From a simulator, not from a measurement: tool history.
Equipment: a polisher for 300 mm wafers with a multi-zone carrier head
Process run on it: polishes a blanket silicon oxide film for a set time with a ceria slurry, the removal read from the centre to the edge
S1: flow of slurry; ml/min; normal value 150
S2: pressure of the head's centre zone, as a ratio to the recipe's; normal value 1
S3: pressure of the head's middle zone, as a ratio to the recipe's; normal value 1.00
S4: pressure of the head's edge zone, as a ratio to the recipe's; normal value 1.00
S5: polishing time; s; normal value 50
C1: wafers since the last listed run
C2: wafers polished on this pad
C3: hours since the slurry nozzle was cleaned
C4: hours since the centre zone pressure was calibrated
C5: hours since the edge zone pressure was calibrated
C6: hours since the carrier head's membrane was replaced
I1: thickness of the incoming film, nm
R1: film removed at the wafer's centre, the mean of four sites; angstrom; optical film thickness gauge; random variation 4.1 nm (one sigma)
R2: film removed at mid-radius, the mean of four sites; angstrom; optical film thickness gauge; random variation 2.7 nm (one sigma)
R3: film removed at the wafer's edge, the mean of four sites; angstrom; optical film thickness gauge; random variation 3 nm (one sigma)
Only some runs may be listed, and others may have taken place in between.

| run | day | S1 | S2 | S3 | S4 | S5 | C1 | C2 | C3 | C4 | C5 | C6 | I1 | R1 | R2 | R3 |
|---|---|---|---|---|---|---|---|---|---|---|---|---|---|---|---|---|
| 1 | 0.000 | 150 | 1 | 1.00 | 1.00 | 50 | 0 | 622 | 413.5 | 362.4 | 681.8 | 204.8 | 919.0 | 3353 | 3113 | 2985 |
| 2 | 1.900 | 150 | 1 | 1.00 | 1.00 | 50 | 491 | 1114 | 459.1 | 408.0 | 727.4 | 250.4 | 933.9 | 3402 | 3122 | 3015 |
|  | 2.175 | worn pad replaced by a new one |
| 3 | 3.988 | 150 | 1 | 0.93 | 1.00 | 50 | 497 | 469 | 509.2 | 458.1 | 777.5 | 300.5 | 929.1 | 3427 | 2908 | 3043 |
| 4 | 6.617 | 120 | 1 | 1.06 | 1.00 | 50 | 680 | 1149 | 572.3 | 521.2 | 840.6 | 363.6 | 915.3 | 3372 | 3179 | 2992 |
|  | 7.238 | worn pad replaced by a new one |
| 5 | 8.792 | 120 | 1 | 1.06 | 1.00 | 50 | 519 | 402 | 624.5 | 573.4 | 892.8 | 415.8 | 932.7 | 3270 | 3182 | 2959 |
|  | 11.546 | carrier head's membrane replaced by a new one |
|  | 11.679 | worn pad replaced by a new one |
| 6 | 11.700 | 150 | 1 | 1.00 | 1.00 | 50 | 664 | 5 | 694.3 | 643.2 | 962.6 | 3.7 | 950.8 | 3408 | 3143 | 3049 |
|  | 11.796 | centre zone pressure recalibrated |
|  | 12.050 | slurry nozzle cleaned |
| 7 | 13.296 | 150 | 1 | 1.00 | 1.00 | 50 | 380 | 385 | 29.9 | 36.0 | 1000.9 | 42.0 | 925.5 | 3577 | 3145 | 3009 |
|  | 14.367 | edge zone pressure recalibrated |
| 8 | 14.454 | 190 | 1 | 1.00 | 1.07 | 39 | 278 | 664 | 57.7 | 63.8 | 2.1 | 69.8 | 934.2 | 2979 | 2507 | 2485 |
|  | 14.975 | centre zone pressure recalibrated, repeated, since the last time left the tool worse |
| 9 | 16.138 | 105 | 1 | 0.96 | 1.08 | 50 | 414 | 1078 | 98.1 | 27.9 | 42.5 | 110.2 | 916.8 | 2970 | 2892 | 3027 |
|  | 17.079 | worn pad replaced by a new one |
| 10 | 19.404 | 150 | 1 | 1.00 | 1.00 | 50 | 802 | 601 | 176.5 | 106.3 | 120.9 | 188.6 | 918.3 | 3192 | 3095 | 2965 |

What will run 11 give?
|  | 21.850 | worn pad replaced by a new one |
| 11 | 21.871 | 150 | 1 | 1.04 | 0.91 | 50 | 595 | 5 | 235.7 | 165.5 | 180.1 | 247.8 | 937.4 | ? | ? | ? |

R1: 3182 angstrom
R2: 3225 angstrom
R3: 2844 angstrom
On a tool with no hidden condition, and with the same random variation, this run would have come out at R1 3107 angstrom, R2 3226 angstrom, R3 2844 angstrom.

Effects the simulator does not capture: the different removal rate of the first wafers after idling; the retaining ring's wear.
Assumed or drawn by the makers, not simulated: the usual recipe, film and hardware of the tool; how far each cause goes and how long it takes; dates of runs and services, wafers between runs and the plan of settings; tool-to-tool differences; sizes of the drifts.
